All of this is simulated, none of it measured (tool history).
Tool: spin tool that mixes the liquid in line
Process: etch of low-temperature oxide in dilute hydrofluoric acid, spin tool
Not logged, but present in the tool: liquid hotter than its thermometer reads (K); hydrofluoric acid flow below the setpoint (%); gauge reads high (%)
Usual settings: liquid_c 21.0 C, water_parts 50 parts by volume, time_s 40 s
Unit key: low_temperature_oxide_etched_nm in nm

run    hour  liquid_c  water_parts  time_s  wafers since the last listed run  hours since the thermometer was replaced  hours since the hydrofluoric acid flow meter was replaced  hours since the gauge calibration  read-back film thickness of the low-temperature oxide reference wafer, read on the same gauge (nm)  low_temperature_oxide_etched_nm
  1     0.0      21.0           35      30                                 0                                     289.8                                                     1616.3                              359.1                                                                                               49.97                            17.72
  2    43.0      21.0           50      40                               615                                     332.8                                                     1659.3                              402.1                                                                                               49.98                            16.16
  3    87.3      21.0           50      40                               634                                     377.1                                                     1703.6                              446.4                                                                                               49.99                            16.26
  4   124.6      21.0           50      40                               534                                     414.4                                                     1740.9                              483.7                                                                                               49.96                            16.26
  5   306.2      21.0           50      40                              2600                                     596.0                                                     1922.5                              665.3                                                                                               50.02                            16.27
  6   334.7      21.0           50      40                               408                                     624.5                                                     1951.0                              693.8                                                                                               50.01                            16.40
  7   377.7      21.0           50      40                               615                                     667.5                                                     1994.0                              736.8                                                                                               49.98                            16.29
  8   440.8      21.0           50      40                               903                                     730.6                                                     2057.1                              799.9                                                                                               49.99                            16.27
      466.1  -- gauge calibrated
      474.4  -- thermometer replaced
  9   495.2      21.0           50      40                               764                                      20.8                                                     2111.5                               29.1                                                                                               50.01                            15.57
 10   560.3      21.0           50      50                               932                                      85.9                                                     2176.6                               94.2                                                                                               50.01                            19.48
 11   625.9      21.0           50      40                               939                                     151.5                                                     2242.2                              159.8                                                                                               50.01                            15.45
 12   656.9      24.5           65      40                               443                                     182.5                                                     2273.2                              190.8                                                                                               50.00                            13.48
 13   701.8      17.0           60      15                               642                                     227.4                                                     2318.1                              235.7                                                                                               49.95                             4.04
 14   756.1      17.0           65      25                               777                                     281.7                                                     2372.4                              290.0                                                                                               50.00                             6.12
 15   782.0      21.0           50      40                               370                                     307.6                                                     2398.3                              315.9                                                                                               50.00                            15.40
      795.8  -- hydrofluoric acid flow meter replaced
 16   814.0      23.0           50      30                               443                                     339.6                                                       18.2                              347.9                                                                                               50.05                            14.53
 17   878.7      24.0           45      50                               926                                     404.3                                                       82.9                              412.6                                                                                               50.04                            28.33
 18   903.6      18.5           35      55                               356                                     429.2                                                      107.8                              437.5                                                                                               50.05                            32.46
 19   965.2      22.5           65      40                               882                                     490.8                                                      169.4                              499.1                                                                                               50.03                            14.35
 20  1007.6      25.5           35      40                               607                                     533.2                                                      211.8                              541.5                                                                                               50.02                            31.50
 21  1033.6      21.0           60      30                               372                                     559.2                                                      237.8                              567.5                                                                                               50.00                            11.06

For each run, what was the tool's unlogged condition?
gauge reads high (%): 0 across all the runs
H1: liquid hotter than its thermometer reads (K)
H2: hydrofluoric acid flow below the setpoint (%)
run     H1     H2
  1  0.534   9.27
  2  0.595   9.48
  3  0.657   9.69
  4   0.71   9.87
  5  0.965   10.7
  6   1.01   10.9
  7   1.07   11.1
  8   1.16   11.4
  9  0.058   11.6
 10   0.15     12
 11  0.242   12.3
 12  0.286   12.4
 13  0.349   12.6
 14  0.426   12.9
 15  0.462     13
 16  0.507  0.698
 17  0.598   1.01
 18  0.633   1.13
 19   0.72   1.42
 20   0.78   1.62
 21  0.816   1.75
